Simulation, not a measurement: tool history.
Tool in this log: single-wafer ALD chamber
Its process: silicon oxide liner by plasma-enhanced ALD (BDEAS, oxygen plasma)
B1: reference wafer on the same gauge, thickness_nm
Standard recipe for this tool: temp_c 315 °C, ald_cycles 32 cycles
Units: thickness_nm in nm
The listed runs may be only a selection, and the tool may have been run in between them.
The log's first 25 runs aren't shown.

{"run": 26, "hour": 2132.4, "temp_c": 309, "ald_cycles": 30, "B1": 3.07, "thickness_nm": 2.555}
{"run": 27, "hour": 2207.3, "temp_c": 315, "ald_cycles": 32, "B1": 3.077, "thickness_nm": 2.712}
{"run": 28, "hour": 2298.2, "temp_c": 330, "ald_cycles": 32, "B1": 3.084, "thickness_nm": 2.665}
{"run": 29, "hour": 2372.0, "temp_c": 324, "ald_cycles": 32, "B1": 3.082, "thickness_nm": 2.671}
{"run": 30, "hour": 2415.0, "temp_c": 326, "ald_cycles": 28, "B1": 3.081, "thickness_nm": 2.348}
{"run": 31, "hour": 2494.9, "temp_c": 315, "ald_cycles": 35, "B1": 3.089, "thickness_nm": 2.979}
{"run": 32, "hour": 2562.7, "temp_c": 315, "ald_cycles": 37, "B1": 3.089, "thickness_nm": 3.144}
{"run": 33, "hour": 2603.3, "temp_c": 306, "ald_cycles": 26, "B1": 3.093, "thickness_nm": 2.245}
{"run": 34, "hour": 2693.4, "temp_c": 305, "ald_cycles": 34, "B1": 3.093, "thickness_nm": 2.939}
{"run": 35, "hour": 2753.4, "temp_c": 300, "ald_cycles": 34, "B1": 3.101, "thickness_nm": 2.94}
{"run": 36, "hour": 2797.0, "temp_c": 327, "ald_cycles": 35, "B1": 3.103, "thickness_nm": 2.942}

5 options for the next run, each taken on its own from the tool as it stands now. Forecast them:
{"run": "A", "hour": 2797.4, "temp_c": 315, "ald_cycles": 32, "B1": "?", "thickness_nm": "?"}
{"run": "B", "hour": 2797.4, "temp_c": 315, "ald_cycles": 26, "B1": "?", "thickness_nm": "?"}
{"run": "C", "hour": 2797.4, "temp_c": 303, "ald_cycles": 28, "B1": "?", "thickness_nm": "?"}
{"run": "D", "hour": 2797.4, "temp_c": 305, "ald_cycles": 35, "B1": "?", "thickness_nm": "?"}
{"run": "E", "hour": 2797.4, "temp_c": 304, "ald_cycles": 30, "B1": "?", "thickness_nm": "?"}

run=A B1=3.100 thickness_nm=2.741
run=B B1=3.100 thickness_nm=2.227
run=C B1=3.100 thickness_nm=2.434
run=D B1=3.100 thickness_nm=3.035
run=E B1=3.100 thickness_nm=2.605
The same runs, with their run-to-run variation unchanged, on a tool lacking any hidden condition would have given:
run=A thickness_nm=2.703
run=B thickness_nm=2.196
run=C thickness_nm=2.401
run=D thickness_nm=2.994
run=E thickness_nm=2.569
